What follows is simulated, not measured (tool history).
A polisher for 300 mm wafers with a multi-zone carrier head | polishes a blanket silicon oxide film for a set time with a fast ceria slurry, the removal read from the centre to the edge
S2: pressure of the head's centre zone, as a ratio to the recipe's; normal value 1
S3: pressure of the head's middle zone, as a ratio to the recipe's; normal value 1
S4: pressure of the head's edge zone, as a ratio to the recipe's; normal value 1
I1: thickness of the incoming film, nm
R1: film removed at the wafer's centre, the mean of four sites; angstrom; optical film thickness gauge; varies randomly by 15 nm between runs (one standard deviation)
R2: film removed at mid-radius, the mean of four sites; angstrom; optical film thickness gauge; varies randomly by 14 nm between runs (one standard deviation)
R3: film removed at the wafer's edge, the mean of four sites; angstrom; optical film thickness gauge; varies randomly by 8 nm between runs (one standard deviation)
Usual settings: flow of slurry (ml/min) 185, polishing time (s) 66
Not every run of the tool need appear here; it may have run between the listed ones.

{"run": 1, "hour": 0.0, "flow of slurry (ml/min)": 185, "S2": 1, "S3": 0.94, "S4": 1, "polishing time (s)": 66, "I1": 3751.4, "R1": 9594, "R2": 9755, "R3": 10076}
{"run": 2, "hour": 26.8, "flow of slurry (ml/min)": 230, "S2": 1, "S3": 1, "S4": 1, "polishing time (s)": 66, "I1": 3664.7, "R1": 9779, "R2": 10151, "R3": 10279}
{"run": 3, "hour": 51.4, "flow of slurry (ml/min)": 185, "S2": 1, "S3": 1, "S4": 1, "polishing time (s)": 47, "I1": 3692.4, "R1": 6706, "R2": 7074, "R3": 7146}
{"run": 4, "hour": 111.7, "flow of slurry (ml/min)": 165, "S2": 1, "S3": 1, "S4": 1.06, "polishing time (s)": 78, "I1": 3714.1, "R1": 11036, "R2": 11536, "R3": 12207}
{"hour": 160.2, "done": "worn pad replaced by a new one"}
{"run": 5, "hour": 177.2, "flow of slurry (ml/min)": 185, "S2": 1, "S3": 0.92, "S4": 1, "polishing time (s)": 66, "I1": 3744.4, "R1": 9087, "R2": 9607, "R3": 10049}
{"hour": 184.2, "done": "edge zone pressure recalibrated"}
{"run": 6, "hour": 203.4, "flow of slurry (ml/min)": 235, "S2": 1, "S3": 1.12, "S4": 1.04, "polishing time (s)": 78, "I1": 3733.9, "R1": 11017, "R2": 13471, "R3": 12427}
{"hour": 230.2, "done": "carrier head's membrane replaced by a new one"}
{"run": 7, "hour": 275.2, "flow of slurry (ml/min)": 185, "S2": 1.06, "S3": 0.94, "S4": 1, "polishing time (s)": 66, "I1": 3688.7, "R1": 9783, "R2": 9510, "R3": 10130}
{"run": 8, "hour": 313.0, "flow of slurry (ml/min)": 185, "S2": 1, "S3": 1, "S4": 1, "polishing time (s)": 66, "I1": 3670.8, "R1": 9236, "R2": 9968, "R3": 10053}
{"run": 9, "hour": 350.0, "flow of slurry (ml/min)": 230, "S2": 0.94, "S3": 1, "S4": 1, "polishing time (s)": 66, "I1": 3717.5, "R1": 8829, "R2": 10544, "R3": 10307}
{"run": 10, "hour": 386.3, "flow of slurry (ml/min)": 185, "S2": 1, "S3": 1.09, "S4": 1, "polishing time (s)": 66, "I1": 3745.9, "R1": 9188, "R2": 11085, "R3": 9942}
{"run": 11, "hour": 439.8, "flow of slurry (ml/min)": 185, "S2": 1, "S3": 1, "S4": 1, "polishing time (s)": 66, "I1": 3674.5, "R1": 9109, "R2": 10054, "R3": 10047}
{"run": 12, "hour": 490.3, "flow of slurry (ml/min)": 120, "S2": 1.05, "S3": 0.91, "S4": 1, "polishing time (s)": 59, "I1": 3694, "R1": 7597, "R2": 7734, "R3": 8327}
{"run": 13, "hour": 517.3, "flow of slurry (ml/min)": 185, "S2": 1, "S3": 1, "S4": 1.08, "polishing time (s)": 66, "I1": 3716.3, "R1": 9164, "R2": 10162, "R3": 10438}
{"hour": 556.4, "done": "edge zone pressure recalibrated"}
{"run": 14, "hour": 580.7, "flow of slurry (ml/min)": 160, "S2": 0.92, "S3": 1, "S4": 1, "polishing time (s)": 66, "I1": 3765.7, "R1": 7994, "R2": 9502, "R3": 9853}
{"hour": 595.6, "done": "worn pad replaced by a new one"}
{"run": 15, "hour": 674.1, "flow of slurry (ml/min)": 185, "S2": 1, "S3": 1, "S4": 1, "polishing time (s)": 66, "I1": 3762.7, "R1": 8884, "R2": 10217, "R3": 10066}
{"run": 16, "hour": 722.2, "flow of slurry (ml/min)": 240, "S2": 0.88, "S3": 1, "S4": 0.92, "polishing time (s)": 55, "I1": 3738.3, "R1": 6901, "R2": 8684, "R3": 8326}
{"run": 17, "hour": 784.6, "flow of slurry (ml/min)": 135, "S2": 0.95, "S3": 1, "S4": 1.09, "polishing time (s)": 66, "I1": 3709.7, "R1": 7851, "R2": 9434, "R3": 10145}
{"hour": 786.6, "done": "slurry nozzle cleaned"}
{"hour": 818.2, "done": "centre zone pressure recalibrated"}
{"run": 18, "hour": 839.9, "flow of slurry (ml/min)": 225, "S2": 1.05, "S3": 1, "S4": 1, "polishing time (s)": 46, "I1": 3673.6, "R1": 7342, "R2": 7329, "R3": 7182}
{"run": 19, "hour": 876.3, "flow of slurry (ml/min)": 245, "S2": 1, "S3": 1, "S4": 1.08, "polishing time (s)": 83, "I1": 3707.9, "R1": 12674, "R2": 13263, "R3": 13544}
{"run": 20, "hour": 900.4, "flow of slurry (ml/min)": 185, "S2": 1, "S3": 1, "S4": 0.9, "polishing time (s)": 66, "I1": 3749, "R1": 9488, "R2": 10006, "R3": 9471}
{"run": 21, "hour": 925.5, "flow of slurry (ml/min)": 185, "S2": 1, "S3": 1, "S4": 1, "polishing time (s)": 66, "I1": 3648.2, "R1": 9386, "R2": 10332, "R3": 10082}
{"hour": 929.4, "done": "edge zone pressure recalibrated"}
{"hour": 951.7, "done": "worn pad replaced by a new one"}
{"run": 22, "hour": 982.7, "flow of slurry (ml/min)": 220, "S2": 1.06, "S3": 1.05, "S4": 1, "polishing time (s)": 66, "I1": 3760.5, "R1": 10256, "R2": 10870, "R3": 10141}
{"run": 23, "hour": 1009.1, "flow of slurry (ml/min)": 230, "S2": 1, "S3": 0.92, "S4": 1, "polishing time (s)": 66, "I1": 3656.5, "R1": 9610, "R2": 9538, "R3": 10413}

Pick out some run-to-run changes in R1. Of each, how much would a tool without hidden state show as well, from the settings, what came in and chance, and how much is left for the hidden state and any gauge scatter not in both results compared?
What the log doesn't record here: removal rate lost through wear of the pad, %; slurry flow missing at the pad, %; deviation of the centre zone's pressure from its setpoint, %; deviation of the edge zone's pressure from its setpoint, %.
Run 3 -> 4: flow of slurry (ml/min) 185 -> 165, S4 1 -> 1.06, polishing time (s) 47 -> 78. R1 +4330 angstrom: hidden state -367, all else +4697.
Run 17 -> 18: flow of slurry (ml/min) 135 -> 225, S2 0.95 -> 1.05, S4 1.09 -> 1, polishing time (s) 66 -> 46, slurry nozzle cleaned, centre zone pressure recalibrated. R1 -509 angstrom: hidden state +704, all else -1213.
Run 18 -> 19: flow of slurry (ml/min) 225 -> 245, S2 1.05 -> 1, S4 1 -> 1.08, polishing time (s) 46 -> 83. R1 +5332 angstrom: hidden state -357, all else +5689.
